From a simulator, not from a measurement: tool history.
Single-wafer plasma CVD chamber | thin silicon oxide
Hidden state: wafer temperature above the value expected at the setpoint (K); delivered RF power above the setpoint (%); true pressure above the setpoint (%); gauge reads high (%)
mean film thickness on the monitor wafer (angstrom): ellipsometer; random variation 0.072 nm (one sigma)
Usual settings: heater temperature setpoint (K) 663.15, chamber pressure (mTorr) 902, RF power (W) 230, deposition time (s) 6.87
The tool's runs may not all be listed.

| run | day | heater temperature setpoint (K) | chamber pressure (mTorr) | RF power (W) | deposition time (s) | wafers since the last listed run | hours since the last thermocouple change | hours since the last RF generator calibration | hours since the last manometer calibration | hours since the showerhead was replaced | hours since the gauge calibration | read-back reference wafer on the same gauge, thickness_nm | mean film thickness on the monitor wafer (angstrom) |
|---|---|---|---|---|---|---|---|---|---|---|---|---|---|
| 1 | 0 | 663.15 | 902 | 230 | 6.87 | 0 | 2146 | 1906.7 | 2017.5 | 3436.1 | 170.3 | 13.504 | 131.81 |
| 2 | 0.938 | 663.15 | 902 | 230 | 6.87 | 573 | 2168.5 | 1929.2 | 2040 | 3458.6 | 192.8 | 13.491 | 133.1 |
| 3 | 2.396 | 652.15 | 902 | 230 | 6.87 | 892 | 2203.5 | 1964.2 | 2075 | 3493.6 | 227.8 | 13.484 | 133.28 |
| 4 | 3.467 | 652.15 | 902 | 230 | 6.87 | 655 | 2229.2 | 1989.9 | 2100.7 | 3519.3 | 253.5 | 13.483 | 132.71 |
| 5 | 4.579 | 652.15 | 902 | 230 | 6.87 | 680 | 2255.9 | 2016.6 | 2127.4 | 3546 | 280.2 | 13.505 | 133.22 |
| 6 | 5.829 | 659.15 | 902 | 230 | 6.87 | 765 | 2285.9 | 2046.6 | 2157.4 | 3576 | 310.2 | 13.512 | 131.83 |
| 7 | 6.725 | 659.15 | 902 | 230 | 6.87 | 548 | 2307.4 | 2068.1 | 2178.9 | 3597.5 | 331.7 | 13.499 | 132.37 |
| 8 | 7.371 | 659.15 | 902 | 230 | 6.87 | 395 | 2322.9 | 2083.6 | 2194.4 | 3613 | 347.2 | 13.494 | 132.28 |
| 9 | 8.25 | 663.15 | 902 | 230 | 6.87 | 538 | 2344 | 2104.7 | 2215.5 | 3634.1 | 368.3 | 13.5 | 133.33 |
| 10 | 9.575 | 663.15 | 902 | 230 | 6.87 | 811 | 2375.8 | 2136.5 | 2247.3 | 3665.9 | 400.1 | 13.501 | 132.2 |
| 11 | 11.033 | 663.15 | 902 | 230 | 6.87 | 892 | 2410.8 | 2171.5 | 2282.3 | 3700.9 | 435.1 | 13.506 | 132.61 |
| 12 | 11.833 | 663.15 | 902 | 230 | 6.87 | 489 | 2430 | 2190.7 | 2301.5 | 3720.1 | 454.3 | 13.499 | 131.81 |
| 13 | 13.038 | 663.15 | 902 | 230 | 6.87 | 737 | 2458.9 | 2219.6 | 2330.4 | 3749 | 483.2 | 13.498 | 130.46 |
|  | 13.629 | showerhead replaced |
|  | 13.654 | capacitance manometer re-zeroed and calibrated |
| 14 | 14.017 | 651.15 | 1095 | 230 | 8.02 | 381 | 2482.4 | 2243.1 | 8.7 | 9.3 | 506.7 | 13.503 | 168.22 |
| 15 | 14.875 | 671.15 | 785 | 230 | 6.87 | 525 | 2503 | 2263.7 | 29.3 | 29.9 | 527.3 | 13.507 | 124.1 |
|  | 19.133 | RF generator calibrated |
| 16 | 19.154 | 678.15 | 902 | 230 | 6.87 | 2415 | 2605.7 | 0.5 | 132 | 132.6 | 630 | 13.507 | 131.34 |
|  | 19.567 | thermocouple changed; heater temperature recalibrated |
|  | 20 | gauge calibrated |
| 17 | 20.025 | 656.15 | 1029 | 230 | 8.18 | 329 | 11 | 21.4 | 152.9 | 153.5 | 0.6 | 13.5 | 166.7 |
| 18 | 24.408 | 663.15 | 902 | 230 | 6.87 | 2683 | 116.2 | 126.6 | 258.1 | 258.7 | 105.8 | 13.515 | 131.22 |
| 19 | 24.996 | 663.15 | 1010 | 230 | 6.87 | 359 | 130.3 | 140.7 | 272.2 | 272.8 | 119.9 | 13.487 | 137.51 |
| 20 | 25.938 | 655.15 | 990 | 230 | 5.81 | 576 | 152.9 | 163.3 | 294.8 | 295.4 | 142.5 | 13.499 | 117.08 |
| 21 | 26.842 | 663.15 | 902 | 230 | 6.87 | 553 | 174.6 | 185 | 316.5 | 317.1 | 164.2 | 13.501 | 131.4 |
| 22 | 27.4 | 663.15 | 1092 | 195 | 6.87 | 341 | 188 | 198.4 | 329.9 | 330.5 | 177.6 | 13.508 | 128.24 |
| 23 | 28.717 | 663.15 | 902 | 230 | 6.87 | 805 | 219.6 | 230 | 361.5 | 362.1 | 209.2 | 13.513 | 132.26 |
| 24 | 29.929 | 652.15 | 1010 | 205 | 5.98 | 742 | 248.7 | 259.1 | 390.6 | 391.2 | 238.3 | 13.488 | 113.8 |
| 25 | 31.338 | 663.15 | 902 | 230 | 6.87 | 862 | 282.5 | 292.9 | 424.4 | 425 | 272.1 | 13.507 | 131.1 |
| 26 | 32.725 | 648.15 | 1063 | 205 | 5.77 | 849 | 315.8 | 326.2 | 457.7 | 458.3 | 305.4 | 13.508 | 110.46 |
| 27 | 34.225 | 667.15 | 902 | 230 | 6.35 | 918 | 351.8 | 362.2 | 493.7 | 494.3 | 341.4 | 13.502 | 122.79 |
| 28 | 35.654 | 652.15 | 902 | 230 | 6.87 | 874 | 386.1 | 396.5 | 528 | 528.6 | 375.7 | 13.488 | 134.38 |

5 ways to go on from here, each from the tool as it stands after run 28. What would each give?
| A | 35.671 | 672.15 | 902 | 230 | 6.87 | 10 | 386.5 | 396.9 | 528.4 | 529 | 376.1 | ? | ? |
| B | 35.671 | 668.15 | 902 | 230 | 7.24 | 10 | 386.5 | 396.9 | 528.4 | 529 | 376.1 | ? | ? |
| C | 35.671 | 668.15 | 902 | 210 | 6.5 | 10 | 386.5 | 396.9 | 528.4 | 529 | 376.1 | ? | ? |
| D | 35.671 | 663.15 | 712 | 230 | 6.87 | 10 | 386.5 | 396.9 | 528.4 | 529 | 376.1 | ? | ? |
| E | 35.671 | 667.15 | 837 | 215 | 6.87 | 10 | 386.5 | 396.9 | 528.4 | 529 | 376.1 | ? | ? |

| run | read-back reference wafer on the same gauge, thickness_nm | mean film thickness on the monitor wafer (angstrom) |
|---|---|---|
| A | 13.499 | 130.77 |
| B | 13.499 | 138.21 |
| C | 13.499 | 116.69 |
| D | 13.499 | 119.1 |
| E | 13.499 | 121.55 |
Without the tool's hidden state the same runs would have given:
| run | mean film thickness on the monitor wafer (angstrom) |
|---|---|
| A | 130.77 |
| B | 138.21 |
| C | 116.69 |
| D | 119.1 |
| E | 121.55 |

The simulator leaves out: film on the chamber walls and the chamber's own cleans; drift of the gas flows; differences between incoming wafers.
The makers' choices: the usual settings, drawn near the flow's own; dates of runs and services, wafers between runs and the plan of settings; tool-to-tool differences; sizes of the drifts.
